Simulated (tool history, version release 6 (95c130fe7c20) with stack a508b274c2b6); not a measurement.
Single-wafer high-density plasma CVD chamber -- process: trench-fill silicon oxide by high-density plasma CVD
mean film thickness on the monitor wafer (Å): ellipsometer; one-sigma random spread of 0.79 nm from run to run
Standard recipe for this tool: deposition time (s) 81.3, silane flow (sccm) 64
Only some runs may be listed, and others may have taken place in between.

| run | hour | deposition time (s) | silane flow (sccm) | read-back reference wafer on the same gauge, thickness_nm | mean film thickness on the monitor wafer (Å) |
|---|---|---|---|---|---|
| 1 | 0.0 | 81.3 | 64 | 532.869 | 5310.06 |
| 2 | 32.6 | 81.3 | 64 | 533.724 | 5328.12 |
| 3 | 39.1 | 81.3 | 64 | 533.961 | 5331.18 |
| 4 | 46.7 | 81.3 | 61 | 533.868 | 5067.71 |
|  | 49.7 | gauge calibrated |
| 5 | 55.2 | 81.3 | 61 | 531.341 | 5043.38 |
|  | 68.1 | silane flow controller replaced |
| 6 | 68.6 | 81.3 | 61 | 531.396 | 5053.93 |
| 7 | 74.0 | 90.7 | 64 | 531.783 | 5901.04 |
| 8 | 80.8 | 90.7 | 64 | 531.930 | 5900.49 |
| 9 | 89.7 | 68.3 | 55 | 531.732 | 3821.75 |
| 10 | 99.4 | 90.7 | 64 | 532.274 | 5917.65 |
| 11 | 110.4 | 75.9 | 64 | 532.714 | 4955.88 |
| 12 | 125.2 | 69.2 | 59 | 532.471 | 4150.97 |
| 13 | 132.2 | 81.3 | 64 | 532.717 | 5294.69 |
| 14 | 149.0 | 74.4 | 59 | 533.297 | 4475.11 |
| 15 | 158.5 | 71.7 | 53 | 533.125 | 3885.76 |
| 16 | 165.2 | 69.2 | 59 | 533.631 | 4172.16 |

What if the next run were any one of these 3? Each begins from the tool's condition after run 16:
| A | 165.6 | 65.5 | 64 | ? | ? |
| B | 165.6 | 70.0 | 55 | ? | ? |
| C | 165.6 | 81.3 | 76 | ? | ? |

| run | read-back reference wafer on the same gauge, thickness_nm | mean film thickness on the monitor wafer (Å) |
|---|---|---|
| A | 533.292 | 4277.82 |
| B | 533.292 | 3928.81 |
| C | 533.292 | 6305.29 |
The same runs, with their run-to-run variation unchanged, on a tool lacking any hidden condition would have given:
| run | mean film thickness on the monitor wafer (Å) |
|---|---|
| A | 4257.14 |
| B | 3909.83 |
| C | 6274.82 |

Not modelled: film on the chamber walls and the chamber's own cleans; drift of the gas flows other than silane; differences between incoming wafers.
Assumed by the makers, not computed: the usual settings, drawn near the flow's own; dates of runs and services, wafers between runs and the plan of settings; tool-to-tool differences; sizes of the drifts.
